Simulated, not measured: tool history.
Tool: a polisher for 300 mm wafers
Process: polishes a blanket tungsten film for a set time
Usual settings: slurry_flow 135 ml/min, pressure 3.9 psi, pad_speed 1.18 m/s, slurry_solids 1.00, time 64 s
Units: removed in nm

run,day,slurry_flow,pressure,pad_speed,slurry_solids,time,"incoming thickness of the incoming film, nm",removed
1,0.000,135,3.9,1.18,1.10,64,1079.7,337.0
# day 1.162: worn pad replaced by a new one
2,2.712,135,3.9,1.18,1.00,64,1075.3,322.3
# day 4.842: slurry tank refilled with fresh slurry and peroxide
3,5.371,135,4.6,1.18,1.00,64,1074.9,408.5
4,6.446,135,4.6,1.18,1.00,64,1085.1,387.0
5,7.754,135,4.3,1.18,1.00,53,1065.1,290.7
# day 9.658: worn pad replaced by a new one
# day 12.746: slurry blender recalibrated
# day 13.312: slurry tank refilled with fresh slurry and peroxide
# day 14.833: slurry nozzle cleaned
6,16.346,135,3.9,1.18,1.00,64,1072.0,327.2
# day 18.133: worn pad replaced by a new one
7,18.154,135,3.9,1.18,1.00,64,1051.5,329.3
8,20.921,135,3.9,0.90,1.00,77,1063.1,291.2
# day 22.408: slurry tank refilled with fresh slurry and peroxide
9,23.512,135,3.9,0.90,1.00,77,1070.0,314.4
# day 24.017: slurry blender recalibrated
10,25.883,135,3.9,1.18,1.10,64,1070.7,341.6
# day 26.375: worn pad replaced by a new one
11,27.667,135,3.9,1.18,1.00,74,1048.8,378.6
# day 28.592: head pressure recalibrated
12,28.971,165,3.9,1.18,1.00,64,1070.2,336.5
# day 30.962: slurry tank refilled with fresh slurry and peroxide
13,31.183,135,4.3,1.18,1.00,53,1076.0,314.0
14,32.983,135,2.5,1.18,1.00,64,1090.3,237.5
# day 34.321: slurry nozzle cleaned
# day 34.396: slurry blender recalibrated
# day 35.017: worn pad replaced by a new one
15,35.292,110,3.4,0.80,0.90,64,1071.3,195.7
16,38.092,135,3.9,1.18,1.00,72,1068.3,360.3
17,39.458,135,5.3,0.94,1.00,64,1063.2,325.0
# day 40.483: slurry tank refilled with fresh slurry and peroxide
18,41.429,135,3.9,1.18,1.00,64,1078.5,341.4

5 ways to go on from here, each from the tool as it stands after run 18. What would each give?
A,41.446,135,3.9,1.18,1.00,64,1047.9,?
B,41.446,135,4.3,1.18,1.00,64,1047.9,?
C,41.446,135,3.9,1.46,1.25,64,1047.9,?
D,41.446,170,3.9,1.38,1.00,64,1047.9,?
E,41.446,135,3.9,1.54,1.00,64,1047.9,?

run,removed
A,340.5
B,367.0
C,429.9
D,407.8
E,433.8
Without the tool's hidden state the same runs would have given:
run,removed
A,367.6
B,396.2
C,464.4
D,440.3
E,468.3
